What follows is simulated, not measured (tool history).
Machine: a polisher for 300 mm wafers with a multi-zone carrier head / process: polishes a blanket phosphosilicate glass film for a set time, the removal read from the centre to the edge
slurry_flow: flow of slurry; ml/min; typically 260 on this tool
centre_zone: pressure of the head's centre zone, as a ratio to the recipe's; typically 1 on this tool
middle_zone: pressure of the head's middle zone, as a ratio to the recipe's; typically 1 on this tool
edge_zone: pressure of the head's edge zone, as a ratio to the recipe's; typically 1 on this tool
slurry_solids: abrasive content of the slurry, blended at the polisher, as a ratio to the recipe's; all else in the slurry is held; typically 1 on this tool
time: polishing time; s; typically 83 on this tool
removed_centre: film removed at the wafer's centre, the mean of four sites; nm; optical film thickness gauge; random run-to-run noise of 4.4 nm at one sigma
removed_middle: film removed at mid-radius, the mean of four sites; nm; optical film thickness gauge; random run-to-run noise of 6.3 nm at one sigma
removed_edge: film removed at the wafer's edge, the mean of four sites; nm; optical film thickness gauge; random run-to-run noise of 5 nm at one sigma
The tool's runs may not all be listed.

run	day	slurry_flow	centre_zone	middle_zone	edge_zone	slurry_solids	time	incoming thickness of the incoming film, nm	removed_centre	removed_middle	removed_edge
1	0	330	1	0.93	1	1	83	4149.2	715.1	669.9	682.1
2	0.417	330	1	0.93	1	1	83	4253.4	714.7	670.4	678.9
3	0.896	330	1	0.93	1	1	83	4204.2	720.6	655.8	680
4	1.346	260	1	1	1	1	83	4216.2	698.1	688.6	660.1
5	1.858	260	1	1	1	1	83	4254.1	698.5	678.9	659.5
6	2.325	260	1	1	1	1	83	4237.8	685.7	688.7	658.7
7	2.754	260	1	1	1	1	83	4153.9	686	680.4	659.1
# day 3.442: centre zone pressure recalibrated
# day 3.596: worn pad replaced by a new one
8	3.617	260	1	1	1	1	83	4192.8	703	692.9	691.5
9	3.654	260	1	1	1	1	83	4190.5	708.5	691.7	675.7
# day 4.121: slurry nozzle cleaned
10	4.142	260	1	1	1	1	83	4286.4	701.9	694.3	685.7
11	4.433	260	1	1	1	1	83	4273.7	703.8	695.7	674
# day 5.117: carrier head's membrane replaced by a new one
12	5.138	260	1	1	0.9	0.75	83	4294.8	632.8	624.2	583.2
13	5.679	260	1	1	1	1.25	83	4138.3	762.8	746.5	730.4
14	6.221	295	1	1	1	1	54	4188.9	458.8	452.1	441.9
15	6.521	300	1	1	1	1	83	4212.8	708.4	698.2	686.5
# day 6.875: edge zone pressure recalibrated
16	6.917	230	1	0.89	1	1	83	4223.2	692.2	635	673.6
17	7.25	305	1	0.97	1.08	1	83	4272.9	705.3	668	697.6
18	7.925	260	1	1	1	1	83	4170.2	689.5	681.3	666.9
19	8.371	315	1.08	1	0.93	1	83	4200.4	763.2	690.8	651.3
20	8.883	345	1	1	0.94	1	106	4226.1	888.4	877.9	842.1
21	9.167	330	0.93	1	0.97	1	72	4118.5	560.2	595.9	581

Consider 5 possible next runs. They are alternatives, not a sequence: every one starts from the tool as it was left by run 21. What does each give?
A	9.183	260	1.11	1	1	1	83	4122.9	?	?	?
B	9.183	260	0.97	1.11	1.08	1.15	83	4122.9	?	?	?
C	9.183	260	1	1.12	1	1	97	4122.9	?	?	?
D	9.183	325	1	1	1	0.75	58	4122.9	?	?	?
E	9.183	320	1.05	1	0.94	1	83	4122.9	?	?	?

run	removed_centre	removed_middle	removed_edge
A	757.5	677.7	660.6
B	696.5	769.8	716.2
C	797.5	860.4	771
D	435.7	432.4	419.4
E	730.9	690.5	654.2
Without the tool's unlogged condition, the same runs would have read:
run	removed_centre	removed_middle	removed_edge
A	785.3	702.6	684.9
B	722.1	798.1	742.5
C	826.8	892	799.4
D	451.8	448.3	434.8
E	757.8	715.9	678.3
